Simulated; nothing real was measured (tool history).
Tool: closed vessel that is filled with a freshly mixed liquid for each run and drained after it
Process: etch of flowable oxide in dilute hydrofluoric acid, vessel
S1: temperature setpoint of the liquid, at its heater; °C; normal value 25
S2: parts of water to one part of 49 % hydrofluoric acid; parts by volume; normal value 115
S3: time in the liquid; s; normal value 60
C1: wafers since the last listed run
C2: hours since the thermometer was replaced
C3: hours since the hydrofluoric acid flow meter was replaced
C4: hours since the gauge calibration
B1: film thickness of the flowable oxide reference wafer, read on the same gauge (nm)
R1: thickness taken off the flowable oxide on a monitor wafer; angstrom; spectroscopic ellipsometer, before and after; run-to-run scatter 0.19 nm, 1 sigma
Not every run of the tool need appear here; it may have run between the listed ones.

Run 1, hour 0: usual settings but S1 28.5 °C, S2 90 parts by volume; C1 0; C2 1585.6; C3 2331.6; C4 796.5; B1 79.99. Result: R1 386.9 angstrom.
Run 2, hour 15.3: usual settings; C1 2178; C2 1600.9; C3 2346.9; C4 811.8; B1 80. Result: R1 256.9 angstrom.
Run 3, hour 34.9: usual settings but S2 95 parts by volume; C1 2790; C2 1620.5; C3 2366.5; C4 831.4; B1 79.99. Result: R1 316.1 angstrom.
At hour 36: hydrofluoric acid flow meter replaced.
At hour 51.8: thermometer replaced.
Run 4, hour 104.8: usual settings but S2 95 parts by volume; C1 9666; C2 53; C3 68.8; C4 901.3; B1 79.99. Result: R1 289.9 angstrom.
At hour 108.8: gauge calibrated.
Run 5, hour 122.7: usual settings; C1 2548; C2 70.9; C3 86.7; C4 13.9; B1 80. Result: R1 227.6 angstrom.
Run 6, hour 156.6: usual settings; C1 4826; C2 104.8; C3 120.6; C4 47.8; B1 79.99. Result: R1 231.9 angstrom.
Run 7, hour 186.7: usual settings; C1 4285; C2 134.9; C3 150.7; C4 77.9; B1 79.99. Result: R1 230.7 angstrom.
Run 8, hour 204.5: usual settings; C1 2534; C2 152.7; C3 168.5; C4 95.7; B1 80.02. Result: R1 235.6 angstrom.
Run 9, hour 219.2: usual settings but S2 155 parts by volume; C1 2092; C2 167.4; C3 183.2; C4 110.4; B1 79.97. Result: R1 160.4 angstrom.
Run 10, hour 241.7: usual settings but S1 30 °C, S2 65 parts by volume, S3 85 s; C1 3203; C2 189.9; C3 205.7; C4 132.9; B1 79.96. Result: R1 766.5 angstrom.
Run 11, hour 276.9: usual settings but S1 28 °C, S3 75 s; C1 5011; C2 225.1; C3 240.9; C4 168.1; B1 79.97. Result: R1 328.5 angstrom.
Run 12, hour 301: usual settings but S2 60 parts by volume; C1 3431; C2 249.2; C3 265; C4 192.2; B1 79.99. Result: R1 476.9 angstrom.
Run 13, hour 336.1: usual settings but S1 27.5 °C, S2 140 parts by volume; C1 4997; C2 284.3; C3 300.1; C4 227.3; B1 80.04. Result: R1 203.7 angstrom.
Run 14, hour 369.3: usual settings; C1 4726; C2 317.5; C3 333.3; C4 260.5; B1 79.99. Result: R1 232.6 angstrom.
Run 15, hour 382.8: usual settings; C1 1921; C2 331; C3 346.8; C4 274; B1 79.99. Result: R1 233 angstrom.
Run 16, hour 428.1: usual settings but S1 22.5 °C, S2 60 parts by volume, S3 50 s; C1 6449; C2 376.3; C3 392.1; C4 319.3; B1 79.99. Result: R1 363.6 angstrom.
Run 17, hour 446.2: usual settings but S1 28 °C, S2 145 parts by volume, S3 80 s; C1 2576; C2 394.4; C3 410.2; C4 337.4; B1 80.01. Result: R1 270.3 angstrom.
Run 18, hour 466.3: usual settings but S1 27.5 °C, S3 45 s; C1 2861; C2 414.5; C3 430.3; C4 357.5; B1 79.99. Result: R1 193.7 angstrom.
Run 19, hour 493.1: usual settings but S3 75 s; C1 3815; C2 441.3; C3 457.1; C4 384.3; B1 79.97. Result: R1 296.2 angstrom.
Run 20, hour 592.4: usual settings but S1 23.5 °C, S2 175 parts by volume, S3 80 s; C1 14137; C2 540.6; C3 556.4; C4 483.6; B1 80. Result: R1 185.2 angstrom.
Run 21, hour 608.6: usual settings but S1 27.5 °C, S2 150 parts by volume; C1 2306; C2 556.8; C3 572.6; C4 499.8; B1 79.98. Result: R1 188.5 angstrom.
Run 22, hour 632.1: usual settings but S1 29.5 °C, S3 75 s; C1 3345; C2 580.3; C3 596.1; C4 523.3; B1 79.98. Result: R1 352.5 angstrom.
Run 23, hour 678.7: usual settings but S2 155 parts by volume; C1 6634; C2 626.9; C3 642.7; C4 569.9; B1 79.99. Result: R1 169.2 angstrom.
Run 24, hour 701.6: usual settings but S1 22.5 °C, S3 40 s; C1 3260; C2 649.8; C3 665.6; C4 592.8; B1 79.99. Result: R1 141.6 angstrom.
Run 25, hour 729.4: usual settings but S3 80 s; C1 3957; C2 677.6; C3 693.4; C4 620.6; B1 79.99. Result: R1 313.4 angstrom.
Run 26, hour 760.1: usual settings but S1 23.5 °C, S2 165 parts by volume; C1 4370; C2 708.3; C3 724.1; C4 651.3; B1 80.02. Result: R1 147.2 angstrom.
Run 27, hour 783.9: usual settings; C1 3388; C2 732.1; C3 747.9; C4 675.1; B1 80. Result: R1 238 angstrom.
Run 28, hour 815.3: usual settings; C1 4470; C2 763.5; C3 779.3; C4 706.5; B1 80.01. Result: R1 238.3 angstrom.
Run 29, hour 836: usual settings but S2 95 parts by volume; C1 2947; C2 784.2; C3 800; C4 727.2; B1 80. Result: R1 294 angstrom.
Run 30, hour 850.1: usual settings but S3 40 s; C1 2007; C2 798.3; C3 814.1; C4 741.3; B1 80.02. Result: R1 159.8 angstrom.

Estimate the outcome of run 31 from the log above:
Run 31, hour 881.3: usual settings but S2 150 parts by volume, S3 30 s; C1 4441; C2 829.5; C3 845.3; C4 772.5; B1 ?. Result: R1 ?.

For run 31 the tool returned B1 80.02, R1 88.1 angstrom.
If the tool had no hidden condition, the same run with the same run-to-run variation would have returned R1 81.9 angstrom.
